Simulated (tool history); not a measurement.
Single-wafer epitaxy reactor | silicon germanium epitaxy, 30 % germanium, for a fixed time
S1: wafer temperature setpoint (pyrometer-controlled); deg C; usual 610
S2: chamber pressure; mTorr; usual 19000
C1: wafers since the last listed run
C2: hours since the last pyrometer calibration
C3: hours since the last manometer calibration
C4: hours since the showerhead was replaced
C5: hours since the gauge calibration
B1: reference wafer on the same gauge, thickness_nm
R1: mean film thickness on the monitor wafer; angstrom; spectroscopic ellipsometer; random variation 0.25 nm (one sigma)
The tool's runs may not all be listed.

run 1 day=0 | S1=610 S2=17100 | C1=0 C2=656.2 C3=1485 C4=4904.8 C5=2077.8 | B1=78.868 | R1=686.48
run 2 day=3.438 | S1=603 S2=15700 | C1=1172 C2=738.7 C3=1567.5 C4=4987.3 C5=2160.3 | B1=78.86 | R1=585.26
run 3 day=4.942 | S1=603 S2=15700 | C1=513 C2=774.8 C3=1603.6 C4=5023.4 C5=2196.4 | B1=78.873 | R1=579.49
run 4 day=8.175 | S1=610 S2=17800 | C1=1103 C2=852.4 C3=1681.2 C4=5101 C5=2274 | B1=78.826 | R1=686.3
run 5 day=9.812 | S1=610 S2=17800 | C1=558 C2=891.7 C3=1720.5 C4=5140.3 C5=2313.3 | B1=78.8 | R1=689.34
run 6 day=13.142 | S1=610 S2=21200 | C1=1135 C2=971.6 C3=1800.4 C4=5220.2 C5=2393.2 | B1=78.914 | R1=723.7
run 7 day=15.058 | S1=610 S2=21200 | C1=653 C2=1017.6 C3=1846.4 C4=5266.2 C5=2439.2 | B1=78.966 | R1=717.67
run 8 day=19.429 | S1=610 S2=21200 | C1=1491 C2=1122.5 C3=1951.3 C4=5371.1 C5=2544.1 | B1=78.923 | R1=716.75
run 9 day=22.758 | S1=610 S2=19000 | C1=1135 C2=1202.4 C3=2031.2 C4=5451 C5=2624 | B1=78.933 | R1=697.04
run 10 day=26.046 | S1=610 S2=19000 | C1=1121 C2=1281.3 C3=2110.1 C4=5529.9 C5=2702.9 | B1=78.923 | R1=697.16
run 11 day=27.696 | S1=601 S2=19000 | C1=562 C2=1320.9 C3=2149.7 C4=5569.5 C5=2742.5 | B1=78.869 | R1=575.01
-- day=29.338 showerhead replaced
run 12 day=31.317 | S1=618 S2=22000 | C1=1121 C2=1407.8 C3=2236.6 C4=47.5 C5=2829.4 | B1=78.968 | R1=848.54
-- day=31.471 gauge calibrated
run 13 day=33.692 | S1=625 S2=21100 | C1=810 C2=1464.8 C3=2293.6 C4=104.5 C5=53.3 | B1=78.862 | R1=968.41
run 14 day=36.758 | S1=623 S2=23000 | C1=1046 C2=1538.4 C3=2367.2 C4=178.1 C5=126.9 | B1=78.909 | R1=946.43
run 15 day=39.346 | S1=610 S2=19000 | C1=882 C2=1600.5 C3=2429.3 C4=240.2 C5=189 | B1=78.898 | R1=697.45
run 16 day=42.45 | S1=610 S2=19000 | C1=1058 C2=1675 C3=2503.8 C4=314.7 C5=263.5 | B1=78.941 | R1=694.74
-- day=47.083 capacitance manometer re-zeroed and calibrated
run 17 day=47.104 | S1=615 S2=14700 | C1=1474 C2=1786.7 C3=0.5 C4=426.4 C5=375.2 | B1=78.959 | R1=705.13
-- day=49.917 pyrometer calibrated
run 18 day=50.729 | S1=598 S2=21100 | C1=1122 C2=19.5 C3=87.5 C4=513.4 C5=462.2 | B1=78.906 | R1=572.34
run 19 day=53.75 | S1=603 S2=22400 | C1=1030 C2=92 C3=160 C4=585.9 C5=534.7 | B1=78.957 | R1=646.66
run 20 day=66.296 | S1=610 S2=22000 | C1=4279 C2=393.1 C3=461.1 C4=887 C5=835.8 | B1=78.828 | R1=740.81
run 21 day=68.067 | S1=606 S2=22200 | C1=604 C2=435.6 C3=503.6 C4=929.5 C5=878.3 | B1=78.932 | R1=680.96
run 22 day=70.8 | S1=605 S2=20400 | C1=932 C2=501.2 C3=569.2 C4=995.1 C5=943.9 | B1=78.894 | R1=654.64
run 23 day=78.592 | S1=596 S2=23200 | C1=2658 C2=688.2 C3=756.2 C4=1182.1 C5=1130.9 | B1=78.898 | R1=557.39
run 24 day=80.579 | S1=600 S2=17200 | C1=678 C2=735.9 C3=803.9 C4=1229.8 C5=1178.6 | B1=78.859 | R1=561.09
run 25 day=82.542 | S1=616 S2=20900 | C1=669 C2=783 C3=851 C4=1276.9 C5=1225.7 | B1=78.872 | R1=818.49
run 26 day=86.308 | S1=622 S2=14800 | C1=1284 C2=873.4 C3=941.4 C4=1367.3 C5=1316.1 | B1=78.898 | R1=849.98
run 27 day=88.671 | S1=610 S2=19000 | C1=805 C2=930.1 C3=998.1 C4=1424 C5=1372.8 | B1=78.879 | R1=700.34
run 28 day=91.025 | S1=610 S2=19000 | C1=803 C2=986.6 C3=1054.6 C4=1480.5 C5=1429.3 | B1=78.847 | R1=703.21
run 29 day=94.208 | S1=605 S2=15200 | C1=1085 C2=1063 C3=1131 C4=1556.9 C5=1505.7 | B1=78.905 | R1=598.95
run 30 day=97.729 | S1=598 S2=21700 | C1=1201 C2=1147.5 C3=1215.5 C4=1641.4 C5=1590.2 | B1=78.944 | R1=570.1
run 31 day=102.196 | S1=602 S2=19000 | C1=1523 C2=1254.7 C3=1322.7 C4=1748.6 C5=1697.4 | B1=78.94 | R1=596.94
run 32 day=106.092 | S1=610 S2=20800 | C1=1329 C2=1348.2 C3=1416.2 C4=1842.1 C5=1790.9 | B1=78.902 | R1=719.66
run 33 day=108.658 | S1=610 S2=22000 | C1=875 C2=1409.8 C3=1477.8 C4=1903.7 C5=1852.5 | B1=78.915 | R1=729.32
run 34 day=112.704 | S1=604 S2=17000 | C1=1380 C2=1506.9 C3=1574.9 C4=2000.8 C5=1949.6 | B1=78.954 | R1=603.13
run 35 day=114.742 | S1=617 S2=19000 | C1=695 C2=1555.8 C3=1623.8 C4=2049.7 C5=1998.5 | B1=78.857 | R1=805.68

4 ways to go on from here, each from the tool as it stands after run 35. What would each give?
run A day=114.758 | S1=610 S2=19000 | C1=5 C2=1556.2 C3=1624.2 C4=2050.1 C5=1998.9 | B1=? | R1=?
run B day=114.758 | S1=596 S2=16300 | C1=5 C2=1556.2 C3=1624.2 C4=2050.1 C5=1998.9 | B1=? | R1=?
run C day=114.758 | S1=598 S2=16400 | C1=5 C2=1556.2 C3=1624.2 C4=2050.1 C5=1998.9 | B1=? | R1=?
run D day=114.758 | S1=610 S2=15700 | C1=5 C2=1556.2 C3=1624.2 C4=2050.1 C5=1998.9 | B1=? | R1=?

run=A B1=78.786 R1=702.92
run=B B1=78.786 R1=506.78
run=C B1=78.786 R1=529.4
run=D B1=78.786 R1=672.48
Without the tool's hidden state the same runs would have given:
run=A R1=718.89
run=B R1=518.88
run=C R1=541.94
run=D R1=687.77
